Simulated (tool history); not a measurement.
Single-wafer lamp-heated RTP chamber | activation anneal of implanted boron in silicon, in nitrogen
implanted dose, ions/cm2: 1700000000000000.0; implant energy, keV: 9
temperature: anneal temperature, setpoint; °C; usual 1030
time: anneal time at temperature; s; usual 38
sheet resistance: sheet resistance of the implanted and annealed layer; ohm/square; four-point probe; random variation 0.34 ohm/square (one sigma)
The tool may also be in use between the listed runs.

run,hour,temperature,time,wafers since the last listed run,wafers since the last pyrometer calibration,wafers since the reflector plate was cleaned,hours since the gauge calibration,"read-back reference wafer on the same gauge, sheet resistance",sheet resistance
1,0.0,1007,38,0,2231,948,70.6,93.17,101.56
2,29.9,1030,38,489,2721,1438,100.5,93.25,91.12
3,48.3,1030,38,301,3023,1739,118.9,93.20,91.61
4,69.4,1030,38,345,3368,2085,140.0,93.31,90.77
5,138.2,1013,23,1127,4496,3212,208.8,93.37,104.22
6,170.4,1013,23,527,5023,3740,241.0,93.40,103.38
# hour 193.0: pyrometer window cleaned and pyrometer calibrated
7,206.0,1013,23,452,212,4192,276.6,93.27,103.53
8,221.9,1030,38,260,472,4453,292.5,93.30,90.82
9,240.7,1030,38,308,780,4761,311.3,93.43,90.76
10,254.1,1030,38,219,1000,4980,324.7,93.29,91.44
11,272.9,1030,38,308,1308,5289,343.5,93.20,91.68
12,300.4,1030,38,450,1759,5739,371.0,93.31,91.58
13,313.6,1030,38,216,1975,5955,384.2,93.25,91.42
14,337.7,1030,38,394,2370,6350,408.3,93.39,91.02
15,351.3,1030,38,222,2593,6573,421.9,93.20,91.26
16,440.3,1030,55,1458,4051,8032,510.9,93.30,87.46
17,473.0,1030,38,535,4587,8567,543.6,93.26,90.97
18,494.4,1030,38,350,4938,8918,565.0,93.26,91.16
19,508.4,1030,38,229,5167,9148,579.0,93.25,91.21
20,534.4,1022,20,426,5593,9574,605.0,93.28,100.91
21,562.7,1030,38,463,6057,10037,633.3,93.34,91.75
22,575.0,1054,20,201,6258,10239,645.6,93.31,87.33
# hour 592.6: pyrometer window cleaned and pyrometer calibrated
23,606.5,1013,48,385,227,10624,677.1,93.32,96.72
24,626.9,1018,38,334,562,10958,697.5,93.31,96.41
# hour 649.3: reflector plate cleaned
25,662.6,1051,57,453,1015,217,733.2,93.29,78.77
26,688.1,1030,38,417,1433,635,758.7,93.33,91.41
# hour 721.2: gauge calibrated
27,722.9,1005,30,570,2004,1205,1.7,93.19,105.90
28,756.4,1057,27,548,2553,1754,35.2,93.30,84.33
29,784.5,1014,25,460,3013,2215,63.3,93.34,102.73
30,805.7,1005,15,347,3360,2562,84.5,93.27,110.44
31,825.6,1038,38,326,3686,2888,104.4,93.46,87.41
32,840.4,1010,17,242,3929,3131,119.2,93.29,107.12
33,858.5,1051,54,296,4226,3427,137.3,93.20,79.29
34,883.2,1030,38,404,4630,3832,162.0,93.27,91.11
35,903.2,1052,38,327,4958,4160,182.0,93.36,82.39
36,917.1,1030,38,227,5186,4388,195.9,93.29,91.40
# hour 927.3: pyrometer window cleaned and pyrometer calibrated
37,949.8,1030,38,404,368,4792,228.6,93.24,91.56
38,1018.2,1018,47,1120,1488,5913,297.0,93.37,94.83

What the log doesn't show, run by run:
true wafer temperature minus pyrometer reading, K: 0 in every run
wafer temperature error from the tarnished reflector plate, K: 0 in every run
gauge reads high (%): 0 in every run
